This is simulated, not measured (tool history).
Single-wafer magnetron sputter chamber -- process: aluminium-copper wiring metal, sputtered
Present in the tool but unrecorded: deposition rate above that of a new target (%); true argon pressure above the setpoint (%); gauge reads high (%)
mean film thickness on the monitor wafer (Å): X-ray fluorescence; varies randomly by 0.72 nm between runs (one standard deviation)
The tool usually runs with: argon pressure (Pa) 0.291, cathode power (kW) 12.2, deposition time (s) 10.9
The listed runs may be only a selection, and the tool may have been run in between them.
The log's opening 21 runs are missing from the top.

run,hour,argon pressure (Pa),cathode power (kW),deposition time (s),wafers since the last listed run,wafers on the sputter target,hours since the last manometer calibration,hours since the magnet pack was replaced,hours since the gauge calibration,"read-back reference wafer on the same gauge, thickness_nm",mean film thickness on the monitor wafer (Å)
22,1363.6,0.356,13.1,12.6,1342,8927,994.7,868.2,220.9,232.958,3202.48
# hour 1527: sputter target and shields replaced
23,1538.4,0.358,12.2,10.9,3510,239,1169.5,1043,395.7,232.864,2595
# hour 1575.9: capacitance manometer re-zeroed and calibrated
24,1596,0.255,9.3,10.2,1043,1283,20.1,1100.6,453.3,232.928,2014.57
25,1644.5,0.291,12.2,10.9,1020,2304,68.6,1149.1,501.8,233.155,2700.99
26,1676.3,0.229,13.5,12,669,2973,100.4,1180.9,533.6,233.24,3378.51
27,1718.4,0.291,15.15,12.6,886,3859,142.5,1223,575.7,233.027,3796.73
28,1783.8,0.291,12.2,10.9,1376,5236,207.9,1288.4,641.1,233.043,2699.9
29,1822.1,0.235,12.2,9.1,806,6042,246.2,1326.7,679.4,232.871,2325.88
30,1971.8,0.291,10.85,9.6,3150,9193,395.9,1476.4,829.1,232.977,2138.43
# hour 2034.1: sputter target and shields replaced
31,2034.6,0.188,12.2,12.8,1153,11,458.7,1539.2,891.9,232.996,3368.77
32,2074.8,0.291,12.2,10.9,846,857,498.9,1579.4,932.1,233.032,2689.29
33,2129.8,0.291,10.45,11.6,1157,2015,553.9,1634.4,987.1,232.835,2484.99
34,2172.1,0.23,10.4,10.9,890,2905,596.2,1676.7,1029.4,232.871,2413.03

Forecast each of these 4 alternatives for the next run:
A,2172.5,0.291,12.2,10.9,8,2913,596.6,1677.1,1029.8,?,?
B,2172.5,0.368,12.2,10.1,8,2913,596.6,1677.1,1029.8,?,?
C,2172.5,0.238,14.9,11.6,8,2913,596.6,1677.1,1029.8,?,?
D,2172.5,0.291,9.15,10.9,8,2913,596.6,1677.1,1029.8,?,?

run,"read-back reference wafer on the same gauge, thickness_nm",mean film thickness on the monitor wafer (Å)
A,232.942,2695.96
B,232.942,2391.88
C,232.942,3552.34
D,232.942,2083.34
Without the tool's hidden state the same runs would have given:
run,mean film thickness on the monitor wafer (Å)
A,2695.96
B,2391.88
C,3552.34
D,2083.34
